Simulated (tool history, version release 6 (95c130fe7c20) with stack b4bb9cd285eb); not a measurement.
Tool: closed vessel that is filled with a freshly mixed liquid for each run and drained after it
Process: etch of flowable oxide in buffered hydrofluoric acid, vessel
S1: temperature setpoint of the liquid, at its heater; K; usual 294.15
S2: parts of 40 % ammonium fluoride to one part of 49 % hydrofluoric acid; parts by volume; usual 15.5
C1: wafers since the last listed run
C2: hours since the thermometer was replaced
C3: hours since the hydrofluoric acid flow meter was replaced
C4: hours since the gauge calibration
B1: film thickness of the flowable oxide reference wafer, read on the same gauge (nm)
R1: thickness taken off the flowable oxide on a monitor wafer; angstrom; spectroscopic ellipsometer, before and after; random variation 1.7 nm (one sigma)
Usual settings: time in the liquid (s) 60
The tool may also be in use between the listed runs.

Run 1, hour 0: usual settings but S1 293.15 K, time in the liquid (s) 45; C1 0; C2 1911.3; C3 648.4; C4 197.2; B1 40. Result: R1 1345.7 angstrom.
At hour 3.7: hydrofluoric acid flow meter replaced.
Run 2, hour 29.3: usual settings but S1 293.15 K, time in the liquid (s) 45; C1 2402; C2 1940.6; C3 25.6; C4 226.5; B1 40.05. Result: R1 1307.9 angstrom.
Run 3, hour 81.8: usual settings but S1 293.15 K, time in the liquid (s) 45; C1 4457; C2 1993.1; C3 78.1; C4 279; B1 40.03. Result: R1 1310.7 angstrom.
Run 4, hour 141.5: usual settings; C1 5068; C2 2052.8; C3 137.8; C4 338.7; B1 39.95. Result: R1 1898.4 angstrom.
Run 5, hour 187.2: usual settings; C1 3880; C2 2098.5; C3 183.5; C4 384.4; B1 39.98. Result: R1 1845.2 angstrom.
Run 6, hour 233.3: usual settings but S1 292.65 K, time in the liquid (s) 50; C1 3914; C2 2144.6; C3 229.6; C4 430.5; B1 40.02. Result: R1 1439.7 angstrom.
Run 7, hour 284.2: usual settings but S1 292.65 K, time in the liquid (s) 50; C1 4321; C2 2195.5; C3 280.5; C4 481.4; B1 40.01. Result: R1 1435.6 angstrom.
Run 8, hour 338.3: usual settings; C1 4593; C2 2249.6; C3 334.6; C4 535.5; B1 39.99. Result: R1 1859.2 angstrom.
Run 9, hour 372.4: usual settings; C1 2895; C2 2283.7; C3 368.7; C4 569.6; B1 40. Result: R1 1874.8 angstrom.
Run 10, hour 406.6: usual settings; C1 2903; C2 2317.9; C3 402.9; C4 603.8; B1 40. Result: R1 1910.9 angstrom.
Run 11, hour 447.2: usual settings but S2 12 parts by volume, time in the liquid (s) 75; C1 3447; C2 2358.5; C3 443.5; C4 644.4; B1 40.01. Result: R1 3024.3 angstrom.
Run 12, hour 474.5: usual settings but S2 12 parts by volume, time in the liquid (s) 75; C1 2317; C2 2385.8; C3 470.8; C4 671.7; B1 40.02. Result: R1 3104.5 angstrom.
Run 13, hour 518.1: usual settings but S1 292.15 K; C1 3701; C2 2429.4; C3 514.4; C4 715.3; B1 40.03. Result: R1 1709.1 angstrom.
Run 14, hour 589.3: usual settings but S1 292.15 K; C1 6045; C2 2500.6; C3 585.6; C4 786.5; B1 40. Result: R1 1707.5 angstrom.
Run 15, hour 766.7: usual settings but S1 292.15 K; C1 15061; C2 2678; C3 763; C4 963.9; B1 39.98. Result: R1 1737.3 angstrom.
At hour 796.2: hydrofluoric acid flow meter replaced.
At hour 863.6: gauge calibrated.
Run 16, hour 933.8: usual settings; C1 14102; C2 2845.1; C3 137.6; C4 70.2; B1 40.01. Result: R1 2008.5 angstrom.
Run 17, hour 974.8: usual settings but S1 298.65 K, S2 10 parts by volume, time in the liquid (s) 90; C1 3481; C2 2886.1; C3 178.6; C4 111.2; B1 40.03. Result: R1 5725.2 angstrom.
Run 18, hour 1028.9: usual settings; C1 4593; C2 2940.2; C3 232.7; C4 165.3; B1 39.95. Result: R1 1998.4 angstrom.
Run 19, hour 1094.8: usual settings; C1 5595; C2 3006.1; C3 298.6; C4 231.2; B1 39.98. Result: R1 2048.8 angstrom.
At hour 1129.6: hydrofluoric acid flow meter replaced, repeated, since the last time left the tool worse.
Run 20, hour 1196.9: usual settings but S1 295.65 K, time in the liquid (s) 30; C1 8583; C2 3108.2; C3 67.3; C4 333.3; B1 40.03. Result: R1 1017.7 angstrom.
Run 21, hour 1227.9: usual settings but S2 12 parts by volume, time in the liquid (s) 75; C1 2631; C2 3139.2; C3 98.3; C4 364.3; B1 39.98. Result: R1 3028.8 angstrom.
Run 22, hour 1286.1: usual settings but S1 297.15 K, S2 20.5 parts by volume, time in the liquid (s) 35; C1 4941; C2 3197.4; C3 156.5; C4 422.5; B1 40. Result: R1 985.8 angstrom.
At hour 1287.6: thermometer replaced.
Run 23, hour 1321.4: usual settings but time in the liquid (s) 40; C1 2912; C2 33.8; C3 191.8; C4 457.8; B1 40.06. Result: R1 1244.6 angstrom.
Run 24, hour 1346.3: usual settings; C1 2114; C2 58.7; C3 216.7; C4 482.7; B1 40. Result: R1 1879.9 angstrom.
Run 25, hour 1400.7: usual settings but S1 292.65 K, S2 18.5 parts by volume, time in the liquid (s) 35; C1 4618; C2 113.1; C3 271.1; C4 537.1; B1 39.98. Result: R1 852.2 angstrom.
Run 26, hour 1530.3: usual settings but S1 292.65 K, time in the liquid (s) 50; C1 11003; C2 242.7; C3 400.7; C4 666.7; B1 39.98. Result: R1 1431.9 angstrom.
Run 27, hour 1566.9: usual settings but S1 298.15 K, S2 21 parts by volume; C1 3107; C2 279.3; C3 437.3; C4 703.3; B1 40. Result: R1 1775.9 angstrom.
Run 28, hour 1612.2: usual settings but S1 297.65 K, time in the liquid (s) 50; C1 3846; C2 324.6; C3 482.6; C4 748.6; B1 39.99. Result: R1 1925.6 angstrom.
Run 29, hour 1662.5: usual settings but S1 298.15 K, S2 21 parts by volume; C1 4270; C2 374.9; C3 532.9; C4 798.9; B1 40.05. Result: R1 1757.4 angstrom.
Run 30, hour 1708.6: usual settings but S1 296.15 K, S2 21.5 parts by volume; C1 3914; C2 421; C3 579; C4 845; B1 39.98. Result: R1 1552.6 angstrom.
At hour 1732.3: gauge calibrated.
Run 31, hour 1745.9: usual settings but S1 291.15 K, S2 13.5 parts by volume, time in the liquid (s) 40; C1 3166; C2 458.3; C3 616.3; C4 13.6; B1 40.01. Result: R1 1258.6 angstrom.
Run 32, hour 1799.5: usual settings but S1 291.15 K, S2 13 parts by volume, time in the liquid (s) 35; C1 4550; C2 511.9; C3 669.9; C4 67.2; B1 40. Result: R1 1119.5 angstrom.

Forecast each of these 3 alternatives for the next run:
Run A, hour 1800.2: usual settings; C1 59; C2 512.6; C3 670.6; C4 67.9; B1 ?. Result: R1 ?.
Run B, hour 1800.2: usual settings but S1 298.15 K, S2 19.5 parts by volume, time in the liquid (s) 35; C1 59; C2 512.6; C3 670.6; C4 67.9; B1 ?. Result: R1 ?.
Run C, hour 1800.2: usual settings but S1 296.65 K; C1 59; C2 512.6; C3 670.6; C4 67.9; B1 ?. Result: R1 ?.

run     B1      R1
  A  40.01  1888.8
  B  40.01  1095.2
  C  40.01  2168.5
Without the tool's hidden state the same runs would have given:
run      R1
  A    1806
  B  1047.1
  C  2073.6
